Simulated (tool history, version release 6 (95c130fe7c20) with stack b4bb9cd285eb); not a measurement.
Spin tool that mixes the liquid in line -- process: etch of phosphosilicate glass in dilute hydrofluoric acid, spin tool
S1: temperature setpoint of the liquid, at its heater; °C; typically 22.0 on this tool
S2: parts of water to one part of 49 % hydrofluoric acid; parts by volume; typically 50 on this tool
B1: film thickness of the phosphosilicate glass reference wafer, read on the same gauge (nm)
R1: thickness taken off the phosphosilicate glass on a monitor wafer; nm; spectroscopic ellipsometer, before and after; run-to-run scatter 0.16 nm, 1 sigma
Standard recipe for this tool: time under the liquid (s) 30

Run 1, day 0.000: usual settings but time under the liquid (s) 25; B1 50.03. Result: R1 30.90 nm.
Run 2, day 1.112: usual settings but time under the liquid (s) 25; B1 50.02. Result: R1 30.66 nm.
Run 3, day 2.375: usual settings; B1 49.99. Result: R1 36.65 nm.
Run 4, day 3.692: usual settings; B1 50.01. Result: R1 36.64 nm.
Run 5, day 4.796: usual settings; B1 50.01. Result: R1 36.54 nm.
Run 6, day 6.071: usual settings; B1 49.99. Result: R1 36.40 nm.
Run 7, day 6.971: usual settings; B1 49.99. Result: R1 36.61 nm.
Run 8, day 7.875: usual settings; B1 49.99. Result: R1 36.50 nm.
Run 9, day 8.875: usual settings; B1 50.01. Result: R1 36.23 nm.
Run 10, day 9.992: usual settings; B1 50.01. Result: R1 36.31 nm.
Run 11, day 10.533: usual settings; B1 49.97. Result: R1 36.07 nm.
Run 12, day 11.321: usual settings; B1 49.99. Result: R1 36.11 nm.
Run 13, day 12.671: usual settings; B1 50.03. Result: R1 36.19 nm.
At day 13.683: hydrofluoric acid flow meter replaced.
Run 14, day 14.125: usual settings but S2 75 parts by volume, time under the liquid (s) 45; B1 49.99. Result: R1 36.19 nm.
At day 14.771: gauge calibrated.
Run 15, day 15.479: usual settings but S2 40 parts by volume, time under the liquid (s) 40; B1 49.99. Result: R1 63.00 nm.
Run 16, day 16.538: usual settings but S1 25.5 °C; B1 50.00. Result: R1 42.85 nm.
Run 17, day 17.279: usual settings but S1 20.5 °C, S2 40 parts by volume, time under the liquid (s) 40; B1 50.03. Result: R1 58.64 nm.
Run 18, day 18.717: usual settings but S1 25.5 °C, S2 60 parts by volume; B1 49.96. Result: R1 35.17 nm.
Run 19, day 19.654: usual settings; B1 50.00. Result: R1 36.80 nm.
Run 20, day 20.242: usual settings; B1 50.00. Result: R1 36.81 nm.
At day 21.046: thermometer replaced.
Run 21, day 21.067: usual settings; B1 49.98. Result: R1 37.01 nm.
Run 22, day 21.971: usual settings but time under the liquid (s) 40; B1 49.98. Result: R1 48.64 nm.
Run 23, day 23.325: usual settings but S2 35 parts by volume; B1 50.01. Result: R1 53.29 nm.
Run 24, day 24.200: usual settings but S1 19.0 °C, S2 45 parts by volume, time under the liquid (s) 20; B1 50.00. Result: R1 23.95 nm.
Run 25, day 25.679: usual settings but S2 30 parts by volume; B1 50.02. Result: R1 61.81 nm.
Run 26, day 26.529: usual settings but S1 17.0 °C, S2 70 parts by volume, time under the liquid (s) 15; B1 50.00. Result: R1 10.21 nm.
Run 27, day 27.867: usual settings but S1 26.0 °C, time under the liquid (s) 45; B1 50.00. Result: R1 63.20 nm.
Run 28, day 29.333: usual settings; B1 50.01. Result: R1 36.38 nm.
Run 29, day 30.546: usual settings; B1 50.02. Result: R1 35.90 nm.
Run 30, day 31.108: usual settings but S1 26.0 °C, time under the liquid (s) 15; B1 50.02. Result: R1 21.05 nm.

For run 31, what comes out?
Run 31, day 32.179: usual settings; B1 ?. Result: R1 ?.

B1: 49.97
R1: 35.75 nm
With no hidden state in the tool, this same run would have given R1 37.37 nm.

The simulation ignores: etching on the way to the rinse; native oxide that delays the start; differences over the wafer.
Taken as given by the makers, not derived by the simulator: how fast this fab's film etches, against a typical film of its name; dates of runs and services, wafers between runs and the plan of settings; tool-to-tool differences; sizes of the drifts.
